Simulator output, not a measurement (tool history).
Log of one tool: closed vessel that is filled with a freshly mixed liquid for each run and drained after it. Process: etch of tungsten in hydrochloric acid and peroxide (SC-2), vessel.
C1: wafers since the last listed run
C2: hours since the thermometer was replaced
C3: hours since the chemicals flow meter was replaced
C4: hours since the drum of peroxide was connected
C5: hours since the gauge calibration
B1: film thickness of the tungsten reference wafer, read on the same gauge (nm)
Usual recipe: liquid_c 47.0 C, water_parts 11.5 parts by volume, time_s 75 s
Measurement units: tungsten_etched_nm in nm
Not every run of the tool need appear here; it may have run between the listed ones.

{"run": 1, "hour": 0.0, "liquid_c": 47.0, "water_parts": 7.0, "time_s": 75, "C1": 0, "C2": 8.6, "C3": 263.4, "C4": 111.8, "C5": 358.8, "B1": 130.04, "tungsten_etched_nm": 15.13}
{"run": 2, "hour": 25.2, "liquid_c": 47.0, "water_parts": 7.0, "time_s": 75, "C1": 3435, "C2": 33.8, "C3": 288.6, "C4": 137.0, "C5": 384.0, "B1": 130.01, "tungsten_etched_nm": 15.15}
{"run": 3, "hour": 54.2, "liquid_c": 47.0, "water_parts": 11.5, "time_s": 75, "C1": 3953, "C2": 62.8, "C3": 317.6, "C4": 166.0, "C5": 413.0, "B1": 130.03, "tungsten_etched_nm": 10.03}
{"run": 4, "hour": 104.8, "liquid_c": 47.0, "water_parts": 11.5, "time_s": 75, "C1": 6898, "C2": 113.4, "C3": 368.2, "C4": 216.6, "C5": 463.6, "B1": 129.99, "tungsten_etched_nm": 9.75}
{"run": 5, "hour": 153.0, "liquid_c": 44.5, "water_parts": 11.5, "time_s": 75, "C1": 6571, "C2": 161.6, "C3": 416.4, "C4": 264.8, "C5": 511.8, "B1": 130.02, "tungsten_etched_nm": 8.27}
{"hour": 181.8, "done": "chemicals flow meter replaced"}
{"run": 6, "hour": 182.3, "liquid_c": 44.5, "water_parts": 11.5, "time_s": 75, "C1": 3858, "C2": 190.9, "C3": 0.5, "C4": 294.1, "C5": 541.1, "B1": 130.01, "tungsten_etched_nm": 8.17}
{"hour": 187.2, "done": "new drum of peroxide connected"}
{"run": 7, "hour": 209.9, "liquid_c": 47.0, "water_parts": 13.0, "time_s": 75, "C1": 3626, "C2": 218.5, "C3": 28.1, "C4": 22.7, "C5": 568.7, "B1": 130.03, "tungsten_etched_nm": 9.38}
{"run": 8, "hour": 259.3, "liquid_c": 47.0, "water_parts": 13.0, "time_s": 75, "C1": 6735, "C2": 267.9, "C3": 77.5, "C4": 72.1, "C5": 618.1, "B1": 129.99, "tungsten_etched_nm": 9.06}
{"run": 9, "hour": 314.9, "liquid_c": 47.0, "water_parts": 13.0, "time_s": 75, "C1": 7580, "C2": 323.5, "C3": 133.1, "C4": 127.7, "C5": 673.7, "B1": 130.0, "tungsten_etched_nm": 9.03}
{"run": 10, "hour": 376.3, "liquid_c": 47.0, "water_parts": 11.5, "time_s": 75, "C1": 8371, "C2": 384.9, "C3": 194.5, "C4": 189.1, "C5": 735.1, "B1": 129.99, "tungsten_etched_nm": 9.84}
{"run": 11, "hour": 457.9, "liquid_c": 51.5, "water_parts": 15.5, "time_s": 40, "C1": 11125, "C2": 466.5, "C3": 276.1, "C4": 270.7, "C5": 816.7, "B1": 130.0, "tungsten_etched_nm": 5.33}
{"hour": 476.8, "done": "new drum of peroxide connected"}
{"run": 12, "hour": 499.3, "liquid_c": 56.5, "water_parts": 11.5, "time_s": 75, "C1": 5508, "C2": 507.9, "C3": 317.5, "C4": 22.5, "C5": 858.1, "B1": 129.98, "tungsten_etched_nm": 19.39}
{"run": 13, "hour": 531.7, "liquid_c": 56.5, "water_parts": 9.0, "time_s": 55, "C1": 4417, "C2": 540.3, "C3": 349.9, "C4": 54.9, "C5": 890.5, "B1": 129.99, "tungsten_etched_nm": 17.14}

Run 14 is up next; what results do you expect?
{"run": 14, "hour": 596.2, "liquid_c": 52.5, "water_parts": 10.0, "time_s": 75, "C1": 8793, "C2": 604.8, "C3": 414.4, "C4": 119.4, "C5": 955.0, "B1": "?", "tungsten_etched_nm": "?"}

Run 14 produced B1 130.03, tungsten_etched_nm 16.26 nm.
Take away the tool's hidden state, keep the run-to-run variation as it was, and the same run would have given tungsten_etched_nm 16.79 nm.
